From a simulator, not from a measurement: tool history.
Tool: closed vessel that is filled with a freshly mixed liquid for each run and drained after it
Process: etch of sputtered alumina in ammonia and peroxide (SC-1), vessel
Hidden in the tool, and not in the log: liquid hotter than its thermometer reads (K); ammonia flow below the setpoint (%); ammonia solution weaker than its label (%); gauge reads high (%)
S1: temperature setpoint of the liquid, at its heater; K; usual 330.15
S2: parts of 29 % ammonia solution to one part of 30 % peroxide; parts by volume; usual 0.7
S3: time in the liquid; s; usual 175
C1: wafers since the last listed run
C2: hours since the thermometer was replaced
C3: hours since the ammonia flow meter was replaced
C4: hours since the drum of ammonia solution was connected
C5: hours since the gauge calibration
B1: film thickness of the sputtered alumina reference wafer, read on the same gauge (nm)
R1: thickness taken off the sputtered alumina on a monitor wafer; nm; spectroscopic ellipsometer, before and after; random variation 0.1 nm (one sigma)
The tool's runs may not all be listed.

run	hour	S1	S2	S3	C1	C2	C3	C4	C5	B1	R1
1	0	330.15	0.7	175	0	2363.3	2403.3	193.3	330.3	109.98	23.93
# hour 14.3: new drum of ammonia solution connected
2	14.8	330.15	0.7	175	1475	2378.1	2418.1	0.5	345.1	110.01	23.91
3	25.1	330.15	0.7	105	1100	2388.4	2428.4	10.8	355.4	110	14.34
4	31.6	330.15	0.7	105	694	2394.9	2434.9	17.3	361.9	109.99	14.35
5	38.2	330.15	0.7	105	705	2401.5	2441.5	23.9	368.5	109.95	14.29
6	45.9	339.65	0.95	90	823	2409.2	2449.2	31.6	376.2	110	20.53
# hour 54.1: thermometer replaced
7	56.1	330.15	0.7	175	983	2	2459.4	41.8	386.4	110	21.35
8	72	321.15	0.7	230	1699	17.9	2475.3	57.7	402.3	110.01	17.33
9	82.6	330.15	0.6	245	1133	28.5	2485.9	68.3	412.9	109.99	29.35
10	100.3	330.15	0.45	260	1891	46.2	2503.6	86	430.6	109.99	30.67
# hour 104.6: gauge calibrated
11	113	330.15	0.4	215	1357	58.9	2516.3	98.7	8.4	110.03	24.97
# hour 123.9: ammonia flow meter replaced
12	125.9	330.15	0.4	215	1272	71.8	2	111.6	21.3	110.02	24.81
13	138.4	333.65	1	140	1336	84.3	14.5	124.1	33.8	109.97	21.27
14	146.3	330.15	0.7	175	844	92.2	22.4	132	41.7	109.99	21.55
15	154.4	325.15	0.45	85	865	100.3	30.5	140.1	49.8	110.03	7.65
16	165.3	330.15	0.95	245	1165	111.2	41.4	151	60.7	110.06	31.11
17	176.7	330.15	0.5	175	1218	122.6	52.8	162.4	72.1	110	20.71
18	190.8	330.15	0.7	175	1507	136.7	66.9	176.5	86.2	109.99	21.47
19	198.5	330.15	0.95	175	823	144.4	74.6	184.2	93.9	110.02	22.23
20	209.2	339.15	0.7	110	1143	155.1	85.3	194.9	104.6	110.02	21.46
21	219	333.15	0.55	80	1047	164.9	95.1	204.7	114.4	109.97	11.17
# hour 224.9: new drum of ammonia solution connected
22	227.7	323.65	0.5	275	823	173.6	103.8	2.8	123.1	109.99	23.11
23	245	337.15	0.8	240	1849	190.9	121.1	20.1	140.4	109.99	42.75
24	252.4	338.65	0.85	90	790	198.3	128.5	27.5	147.8	109.98	17.46
25	266.1	330.15	0.7	175	1464	212	142.2	41.2	161.5	110.06	21.39
26	283.8	338.15	0.85	175	1891	229.7	159.9	58.9	179.2	110	33.23
27	297.2	330.15	0.7	110	1432	243.1	173.3	72.3	192.6	109.99	13.64

Forecast each of these 5 alternatives for the next run:
A	297.9	330.15	1	175	74	243.8	174	73	193.3	?	?
B	297.9	338.15	0.85	105	74	243.8	174	73	193.3	?	?
C	297.9	339.15	0.7	145	74	243.8	174	73	193.3	?	?
D	297.9	335.15	0.7	175	74	243.8	174	73	193.3	?	?
E	297.9	330.15	0.55	175	74	243.8	174	73	193.3	?	?

run	B1	R1
A	110	22.23
B	110	19.73
C	110	28.11
D	110	27.79
E	110	21.01
Without the tool's hidden state the same runs would have given:
run	R1
A	21.88
B	19.43
C	27.69
D	27.36
E	20.67

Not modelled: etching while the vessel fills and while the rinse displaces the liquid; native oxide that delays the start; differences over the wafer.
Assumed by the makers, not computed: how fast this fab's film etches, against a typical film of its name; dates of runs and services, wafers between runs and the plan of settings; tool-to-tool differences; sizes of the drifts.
